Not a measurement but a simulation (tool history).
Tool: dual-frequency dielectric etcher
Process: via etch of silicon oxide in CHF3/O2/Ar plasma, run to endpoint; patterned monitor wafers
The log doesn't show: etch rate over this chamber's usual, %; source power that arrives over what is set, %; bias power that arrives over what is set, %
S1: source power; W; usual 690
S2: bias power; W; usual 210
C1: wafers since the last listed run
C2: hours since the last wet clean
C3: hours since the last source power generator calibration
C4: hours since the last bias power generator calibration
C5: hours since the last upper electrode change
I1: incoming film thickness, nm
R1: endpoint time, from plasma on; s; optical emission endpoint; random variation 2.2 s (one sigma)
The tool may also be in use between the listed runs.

run,hour,S1,S2,C1,C2,C3,C4,C5,I1,R1
1,0.0,690,210,0,200.5,932.8,1172.9,1739.5,793.2,345.7
2,44.1,730,210,296,244.6,976.9,1217.0,1783.6,796.4,343.3
3,95.8,690,243,348,296.3,1028.6,1268.7,1835.3,781.5,332.0
4,176.2,690,243,541,376.7,1109.0,1349.1,1915.7,784.5,327.3
5,323.5,690,210,991,524.0,1256.3,1496.4,2063.0,786.3,336.8
6,363.4,690,210,268,563.9,1296.2,1536.3,2102.9,793.4,337.0
# hour 394.7: wet clean of the chamber
7,405.3,690,210,120,10.6,1338.1,1578.2,2144.8,791.5,352.1
8,474.3,690,210,464,79.6,1407.1,1647.2,2213.8,793.2,351.3
9,562.8,690,210,595,168.1,1495.6,1735.7,2302.3,781.3,343.6
10,669.0,690,210,715,274.3,1601.8,1841.9,2408.5,783.8,336.4
# hour 689.0: bias power generator calibrated
11,719.6,690,210,313,324.9,1652.4,30.6,2459.1,779.9,341.6
12,795.0,690,210,507,400.3,1727.8,106.0,2534.5,793.7,342.0
13,864.0,690,210,464,469.3,1796.8,175.0,2603.5,784.2,339.3
14,931.9,650,160,457,537.2,1864.7,242.9,2671.4,791.3,362.0
15,991.2,850,195,399,596.5,1924.0,302.2,2730.7,788.4,321.1
16,1054.5,690,192,426,659.8,1987.3,365.5,2794.0,785.7,338.1
# hour 1081.3: wet clean of the chamber
17,1113.5,790,188,235,32.2,2046.3,424.5,2853.0,789.8,344.5
# hour 1137.3: source power generator calibrated
18,1185.1,630,236,455,103.8,47.8,496.1,2924.6,778.0,346.0
# hour 1262.7: upper electrode replaced
19,1282.7,630,247,495,201.4,145.4,593.7,20.0,793.8,345.1
20,1336.0,690,210,358,254.7,198.7,647.0,73.3,791.6,347.2
21,1399.3,840,183,426,318.0,262.0,710.3,136.6,791.6,333.0
22,1486.3,860,210,585,405.0,349.0,797.3,223.6,790.5,323.5
23,1575.5,690,210,600,494.2,438.2,886.5,312.8,786.3,335.0
24,1665.8,810,174,608,584.5,528.5,976.8,403.1,785.2,330.0

The same runs without the tool's hidden state, with the same run-to-run variation:
run,R1
1,353.2
2,351.8
3,341.4
4,338.3
5,351.5
6,352.6
7,351.6
8,352.5
9,346.8
10,341.9
11,348.3
12,350.5
13,349.3
14,374.4
15,333.4
16,352.4
17,344.8
18,347.9
19,349.3
20,352.7
21,339.7
22,331.9
23,345.7
24,342.6

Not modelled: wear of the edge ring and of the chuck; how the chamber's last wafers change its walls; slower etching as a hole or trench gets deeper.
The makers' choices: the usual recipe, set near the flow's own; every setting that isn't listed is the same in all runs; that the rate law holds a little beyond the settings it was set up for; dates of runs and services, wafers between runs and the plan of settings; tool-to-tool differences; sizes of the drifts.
